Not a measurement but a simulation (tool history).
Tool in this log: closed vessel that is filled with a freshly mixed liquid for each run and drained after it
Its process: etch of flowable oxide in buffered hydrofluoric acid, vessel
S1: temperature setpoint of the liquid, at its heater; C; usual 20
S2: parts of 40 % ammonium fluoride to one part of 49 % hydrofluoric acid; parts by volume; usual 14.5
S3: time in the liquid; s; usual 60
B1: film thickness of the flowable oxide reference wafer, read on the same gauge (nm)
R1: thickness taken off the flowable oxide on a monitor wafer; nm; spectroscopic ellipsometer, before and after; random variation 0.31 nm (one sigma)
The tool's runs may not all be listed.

| run | hour | S1 | S2 | S3 | B1 | R1 |
|---|---|---|---|---|---|---|
| 1 | 0.0 | 20 | 14.5 | 80 | 29.99 | 125.19 |
| 2 | 38.4 | 20 | 14.5 | 35 | 29.98 | 54.54 |
| 3 | 112.6 | 20 | 14.5 | 35 | 30.02 | 54.46 |
|  | 157.3 | hydrofluoric acid flow meter replaced |
| 4 | 209.0 | 20 | 14.5 | 35 | 29.96 | 54.30 |
| 5 | 287.2 | 20 | 14.5 | 60 | 30.02 | 93.52 |
| 6 | 335.6 | 20 | 14.5 | 60 | 29.97 | 93.31 |
| 7 | 503.4 | 18 | 10.5 | 60 | 29.98 | 114.57 |
| 8 | 567.0 | 18 | 10.5 | 60 | 30.02 | 114.53 |
| 9 | 627.3 | 17 | 14.5 | 60 | 29.99 | 78.94 |
| 10 | 675.1 | 20 | 14.5 | 60 | 29.99 | 92.92 |
|  | 734.7 | thermometer replaced |
| 11 | 736.3 | 20 | 14.5 | 60 | 30.00 | 93.51 |
| 12 | 795.4 | 20 | 14.5 | 60 | 29.98 | 92.89 |
| 13 | 859.4 | 20 | 14.5 | 60 | 30.01 | 93.87 |
| 14 | 951.0 | 20 | 14.5 | 60 | 29.98 | 93.72 |
| 15 | 1034.3 | 20 | 14.5 | 60 | 30.00 | 93.37 |
| 16 | 1087.1 | 20 | 16.5 | 60 | 30.01 | 82.12 |

What will run 17 give?
| 17 | 1158.7 | 20 | 14.5 | 60 | ? | ? |

B1: 30.03
R1: 93.57 nm
Minus the tool's unlogged condition, the same run would have read R1 93.57 nm.

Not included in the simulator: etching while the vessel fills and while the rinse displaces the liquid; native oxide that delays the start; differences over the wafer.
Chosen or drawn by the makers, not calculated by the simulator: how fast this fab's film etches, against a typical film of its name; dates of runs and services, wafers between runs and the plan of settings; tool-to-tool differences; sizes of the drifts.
